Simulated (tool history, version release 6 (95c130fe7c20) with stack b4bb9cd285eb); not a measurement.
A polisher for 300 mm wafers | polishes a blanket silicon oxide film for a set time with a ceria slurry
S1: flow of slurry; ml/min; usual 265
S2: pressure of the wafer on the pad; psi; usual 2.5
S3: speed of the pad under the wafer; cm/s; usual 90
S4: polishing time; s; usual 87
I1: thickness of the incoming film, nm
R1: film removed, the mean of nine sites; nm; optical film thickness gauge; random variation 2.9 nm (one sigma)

Run 1, hour 0.0: usual settings; I1 1359.6. Result: R1 293.8 nm.
Run 2, hour 315.9: usual settings but S3 104 cm/s; I1 1358.1. Result: R1 327.3 nm.
At hour 399.0: worn pad replaced by a new one.
Run 3, hour 399.5: usual settings but S4 108 s; I1 1337.7. Result: R1 353.9 nm.
Run 4, hour 490.7: usual settings but S4 108 s; I1 1343.1. Result: R1 349.1 nm.
At hour 525.1: slurry nozzle cleaned.
At hour 673.5: head pressure recalibrated.
Run 5, hour 763.4: usual settings; I1 1336.8. Result: R1 294.5 nm.
Run 6, hour 807.1: usual settings but S3 66 cm/s; I1 1365.1. Result: R1 223.7 nm.
Run 7, hour 869.2: usual settings but S3 66 cm/s; I1 1342.8. Result: R1 228.4 nm.
Run 8, hour 931.1: usual settings; I1 1338.1. Result: R1 293.9 nm.
At hour 980.1: worn pad replaced by a new one.
Run 9, hour 1077.8: usual settings; I1 1345.4. Result: R1 286.2 nm.
Run 10, hour 1142.5: usual settings; I1 1352.5. Result: R1 292.3 nm.
Run 11, hour 1184.2: usual settings but S1 295 ml/min, S4 71 s; I1 1332.0. Result: R1 237.6 nm.
Run 12, hour 1271.8: usual settings but S1 295 ml/min, S4 71 s; I1 1337.6. Result: R1 233.6 nm.
Run 13, hour 1343.1: usual settings but S1 295 ml/min, S4 71 s; I1 1340.3. Result: R1 232.1 nm.
At hour 1386.1: slurry nozzle cleaned.
Run 14, hour 1392.2: usual settings but S1 190 ml/min; I1 1336.1. Result: R1 279.0 nm.
Run 15, hour 1484.2: usual settings but S1 285 ml/min, S2 2.2 psi; I1 1350.4. Result: R1 264.2 nm.
Run 16, hour 1534.7: usual settings but S1 285 ml/min, S2 2.2 psi; I1 1349.4. Result: R1 261.3 nm.
At hour 1545.3: head pressure recalibrated.
At hour 1570.2: worn pad replaced by a new one.
Run 17, hour 1575.1: usual settings; I1 1351.8. Result: R1 293.6 nm.
Run 18, hour 1616.3: usual settings but S1 315 ml/min, S2 3.0 psi, S4 106 s; I1 1357.1. Result: R1 424.4 nm.
Run 19, hour 1700.4: usual settings but S1 205 ml/min, S2 2.2 psi; I1 1318.2. Result: R1 251.8 nm.
Run 20, hour 1800.8: usual settings but S1 325 ml/min, S2 1.7 psi, S3 72 cm/s, S4 107 s; I1 1357.9. Result: R1 218.5 nm.
Run 21, hour 1881.5: usual settings but S1 195 ml/min, S2 2.2 psi, S3 80 cm/s, S4 97 s; I1 1342.8. Result: R1 251.5 nm.
Run 22, hour 1978.4: usual settings; I1 1355.5. Result: R1 282.1 nm.
Run 23, hour 2080.8: usual settings but S1 340 ml/min, S3 68 cm/s; I1 1344.5. Result: R1 233.2 nm.
Run 24, hour 2122.3: usual settings but S1 295 ml/min; I1 1327.9. Result: R1 279.2 nm.
At hour 2159.3: worn pad replaced by a new one.
At hour 2198.6: slurry nozzle cleaned.
Run 25, hour 2208.1: usual settings but S4 106 s; I1 1315.9. Result: R1 360.0 nm.
At hour 2241.0: head pressure recalibrated.
Run 26, hour 2296.6: usual settings but S2 2.1 psi; I1 1344.6. Result: R1 254.0 nm.
Run 27, hour 2385.1: usual settings; I1 1342.7. Result: R1 295.4 nm.
Run 28, hour 2421.5: usual settings but S3 68 cm/s; I1 1326.9. Result: R1 233.5 nm.
Run 29, hour 2491.2: usual settings; I1 1329.6. Result: R1 295.4 nm.
Run 30, hour 2564.0: usual settings but S1 295 ml/min, S3 100 cm/s; I1 1347.3. Result: R1 332.9 nm.
Run 31, hour 2620.1: usual settings but S1 300 ml/min, S2 1.7 psi, S4 95 s; I1 1338.5. Result: R1 232.1 nm.
At hour 2664.3: worn pad replaced by a new one.
Run 32, hour 2722.2: usual settings but S4 76 s; I1 1330.5. Result: R1 257.8 nm.
Run 33, hour 2772.0: usual settings; I1 1346.0. Result: R1 289.2 nm.

Forecast each of these 3 alternatives for the next run:
Run A, hour 2772.5: usual settings; I1 1329.3. Result: R1 ?.
Run B, hour 2772.5: usual settings but S1 355 ml/min, S3 106 cm/s, S4 105 s; I1 1329.3. Result: R1 ?.
Run C, hour 2772.5: usual settings but S1 335 ml/min, S2 3.2 psi, S3 72 cm/s; I1 1329.3. Result: R1 ?.

run     R1
  A  295.6
  B  424.5
  C  316.5
Without the tool's hidden state the same runs would have given:
run     R1
  A  303.2
  B  432.5
  C  322.9
